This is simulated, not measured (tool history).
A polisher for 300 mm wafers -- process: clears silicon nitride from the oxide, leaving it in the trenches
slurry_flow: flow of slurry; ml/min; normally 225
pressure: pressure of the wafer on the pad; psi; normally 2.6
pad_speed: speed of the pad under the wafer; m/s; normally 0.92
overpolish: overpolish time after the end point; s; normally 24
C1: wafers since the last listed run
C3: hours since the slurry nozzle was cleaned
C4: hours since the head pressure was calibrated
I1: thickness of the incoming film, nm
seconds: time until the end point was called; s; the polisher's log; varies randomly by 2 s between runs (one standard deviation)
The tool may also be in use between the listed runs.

{"run": 1, "hour": 0.0, "slurry_flow": 225, "pressure": 2.6, "pad_speed": 0.92, "overpolish": 24, "C1": 0, "wafers polished on this pad": 2121, "C3": 15.8, "C4": 176.4, "I1": 74.7, "seconds": 117.9}
{"run": 2, "hour": 25.5, "slurry_flow": 225, "pressure": 2.6, "pad_speed": 1.02, "overpolish": 13, "C1": 206, "wafers polished on this pad": 2328, "C3": 41.3, "C4": 201.9, "I1": 74.8, "seconds": 109}
{"run": 3, "hour": 64.4, "slurry_flow": 225, "pressure": 2.6, "pad_speed": 1.02, "overpolish": 13, "C1": 315, "wafers polished on this pad": 2644, "C3": 80.2, "C4": 240.8, "I1": 74.1, "seconds": 114.6}
{"run": 4, "hour": 102.5, "slurry_flow": 225, "pressure": 2.6, "pad_speed": 1.02, "overpolish": 13, "C1": 309, "wafers polished on this pad": 2953, "C3": 118.3, "C4": 278.9, "I1": 76.1, "seconds": 117.8}
{"run": 5, "hour": 137.8, "slurry_flow": 280, "pressure": 2.6, "pad_speed": 0.92, "overpolish": 17, "C1": 286, "wafers polished on this pad": 3240, "C3": 153.6, "C4": 314.2, "I1": 74.6, "seconds": 125}
{"hour": 153.1, "done": "worn pad replaced by a new one"}
{"run": 6, "hour": 163.2, "slurry_flow": 225, "pressure": 2.6, "pad_speed": 0.92, "overpolish": 28, "C1": 173, "wafers polished on this pad": 81, "C3": 179, "C4": 339.6, "I1": 75.6, "seconds": 121.2}
{"run": 7, "hour": 224.1, "slurry_flow": 225, "pressure": 2.6, "pad_speed": 0.92, "overpolish": 24, "C1": 494, "wafers polished on this pad": 576, "C3": 239.9, "C4": 400.5, "I1": 75.3, "seconds": 124.6}
{"run": 8, "hour": 267.0, "slurry_flow": 225, "pressure": 2.6, "pad_speed": 0.92, "overpolish": 24, "C1": 348, "wafers polished on this pad": 924, "C3": 282.8, "C4": 443.4, "I1": 74, "seconds": 125.5}
{"hour": 282.3, "done": "head pressure recalibrated"}
{"run": 9, "hour": 292.7, "slurry_flow": 225, "pressure": 2.6, "pad_speed": 0.92, "overpolish": 24, "C1": 192, "wafers polished on this pad": 1116, "C3": 308.5, "C4": 10.4, "I1": 75, "seconds": 113.9}
{"run": 10, "hour": 348.1, "slurry_flow": 225, "pressure": 2.6, "pad_speed": 0.92, "overpolish": 24, "C1": 449, "wafers polished on this pad": 1566, "C3": 363.9, "C4": 65.8, "I1": 74.7, "seconds": 113.7}
{"hour": 363.7, "done": "slurry nozzle cleaned"}
{"run": 11, "hour": 383.4, "slurry_flow": 225, "pressure": 2.6, "pad_speed": 0.92, "overpolish": 24, "C1": 278, "wafers polished on this pad": 1844, "C3": 19.7, "C4": 101.1, "I1": 74.4, "seconds": 114.9}
{"run": 12, "hour": 421.2, "slurry_flow": 225, "pressure": 2.6, "pad_speed": 0.92, "overpolish": 24, "C1": 306, "wafers polished on this pad": 2151, "C3": 57.5, "C4": 138.9, "I1": 73.9, "seconds": 113.7}
{"run": 13, "hour": 490.3, "slurry_flow": 225, "pressure": 2.6, "pad_speed": 0.92, "overpolish": 24, "C1": 560, "wafers polished on this pad": 2712, "C3": 126.6, "C4": 208, "I1": 74.7, "seconds": 123.2}
{"run": 14, "hour": 524.8, "slurry_flow": 255, "pressure": 3.1, "pad_speed": 0.92, "overpolish": 24, "C1": 280, "wafers polished on this pad": 2992, "C3": 161.1, "C4": 242.5, "I1": 74.8, "seconds": 106.5}
{"hour": 544.4, "done": "worn pad replaced by a new one"}
{"run": 15, "hour": 708.5, "slurry_flow": 255, "pressure": 3.1, "pad_speed": 0.92, "overpolish": 24, "C1": 1458, "wafers polished on this pad": 1332, "C3": 344.8, "C4": 426.2, "I1": 73.8, "seconds": 98.7}
{"run": 16, "hour": 759.2, "slurry_flow": 225, "pressure": 3.5, "pad_speed": 0.92, "overpolish": 24, "C1": 411, "wafers polished on this pad": 1743, "C3": 395.5, "C4": 476.9, "I1": 76, "seconds": 95.3}
{"hour": 770.5, "done": "slurry nozzle cleaned"}
{"run": 17, "hour": 791.0, "slurry_flow": 185, "pressure": 3.5, "pad_speed": 0.92, "overpolish": 24, "C1": 249, "wafers polished on this pad": 1993, "C3": 20.5, "C4": 508.7, "I1": 74.7, "seconds": 95.4}
{"hour": 815.1, "done": "head pressure recalibrated"}
{"run": 18, "hour": 840.4, "slurry_flow": 150, "pressure": 2.6, "pad_speed": 0.92, "overpolish": 24, "C1": 384, "wafers polished on this pad": 2378, "C3": 69.9, "C4": 25.3, "I1": 75.8, "seconds": 124.7}
{"run": 19, "hour": 907.1, "slurry_flow": 225, "pressure": 2.6, "pad_speed": 0.92, "overpolish": 19, "C1": 541, "wafers polished on this pad": 2919, "C3": 136.6, "C4": 92, "I1": 74.1, "seconds": 119.4}
{"hour": 1019.1, "done": "worn pad replaced by a new one"}
{"run": 20, "hour": 1110.0, "slurry_flow": 225, "pressure": 2.6, "pad_speed": 0.92, "overpolish": 24, "C1": 1614, "wafers polished on this pad": 737, "C3": 339.5, "C4": 294.9, "I1": 75, "seconds": 114.7}
{"run": 21, "hour": 1151.1, "slurry_flow": 225, "pressure": 2.6, "pad_speed": 0.92, "overpolish": 24, "C1": 333, "wafers polished on this pad": 1071, "C3": 380.6, "C4": 336, "I1": 74.8, "seconds": 120.6}
{"run": 22, "hour": 1190.0, "slurry_flow": 225, "pressure": 2.6, "pad_speed": 0.7, "overpolish": 18, "C1": 315, "wafers polished on this pad": 1387, "C3": 419.5, "C4": 374.9, "I1": 73.8, "seconds": 141.6}
{"hour": 1247.1, "done": "slurry nozzle cleaned"}
{"run": 23, "hour": 1258.2, "slurry_flow": 225, "pressure": 2.6, "pad_speed": 1.02, "overpolish": 13, "C1": 545, "wafers polished on this pad": 1932, "C3": 11.1, "C4": 443.1, "I1": 75.2, "seconds": 117.3}
{"hour": 1287.0, "done": "head pressure recalibrated"}
{"run": 24, "hour": 1316.8, "slurry_flow": 225, "pressure": 2.6, "pad_speed": 0.68, "overpolish": 24, "C1": 459, "wafers polished on this pad": 2392, "C3": 69.7, "C4": 29.8, "I1": 75.4, "seconds": 143.4}
{"run": 25, "hour": 1348.7, "slurry_flow": 225, "pressure": 2.6, "pad_speed": 0.92, "overpolish": 13, "C1": 258, "wafers polished on this pad": 2650, "C3": 101.6, "C4": 61.7, "I1": 74.7, "seconds": 119.6}
{"run": 26, "hour": 1385.2, "slurry_flow": 155, "pressure": 2.6, "pad_speed": 0.78, "overpolish": 29, "C1": 296, "wafers polished on this pad": 2947, "C3": 138.1, "C4": 98.2, "I1": 74.3, "seconds": 137.1}
{"hour": 1413.5, "done": "worn pad replaced by a new one"}
{"run": 27, "hour": 1439.3, "slurry_flow": 225, "pressure": 2.9, "pad_speed": 1.24, "overpolish": 24, "C1": 406, "wafers polished on this pad": 209, "C3": 192.2, "C4": 152.3, "I1": 76.6, "seconds": 81.2}
{"run": 28, "hour": 1463.6, "slurry_flow": 225, "pressure": 3, "pad_speed": 0.66, "overpolish": 30, "C1": 197, "wafers polished on this pad": 406, "C3": 216.5, "C4": 176.6, "I1": 74.9, "seconds": 121.6}
{"run": 29, "hour": 1518.3, "slurry_flow": 225, "pressure": 2.6, "pad_speed": 0.92, "overpolish": 24, "C1": 443, "wafers polished on this pad": 850, "C3": 271.2, "C4": 231.3, "I1": 75.2, "seconds": 113.9}
{"run": 30, "hour": 1547.2, "slurry_flow": 195, "pressure": 3.1, "pad_speed": 0.6, "overpolish": 37, "C1": 234, "wafers polished on this pad": 1084, "C3": 300.1, "C4": 260.2, "I1": 75.9, "seconds": 130.9}
{"run": 31, "hour": 1612.5, "slurry_flow": 225, "pressure": 2.6, "pad_speed": 0.92, "overpolish": 24, "C1": 530, "wafers polished on this pad": 1614, "C3": 365.4, "C4": 325.5, "I1": 74.2, "seconds": 117.3}
{"run": 32, "hour": 1642.2, "slurry_flow": 225, "pressure": 2.4, "pad_speed": 0.92, "overpolish": 33, "C1": 241, "wafers polished on this pad": 1855, "C3": 395.1, "C4": 355.2, "I1": 76.3, "seconds": 130.7}
{"run": 33, "hour": 1670.2, "slurry_flow": 195, "pressure": 2, "pad_speed": 1.14, "overpolish": 29, "C1": 227, "wafers polished on this pad": 2083, "C3": 423.1, "C4": 383.2, "I1": 75.3, "seconds": 140.3}

Estimate the outcome of run 34 from the log above:
{"run": 34, "hour": 1733.5, "slurry_flow": 225, "pressure": 2.6, "pad_speed": 0.92, "overpolish": 24, "C1": 513, "wafers polished on this pad": 2596, "C3": 486.4, "C4": 446.5, "I1": 76.5, "seconds": "?"}

{"run 34": {"seconds": 131.6}}
Minus the tool's unlogged condition, the same run would have read seconds 112.9 s.
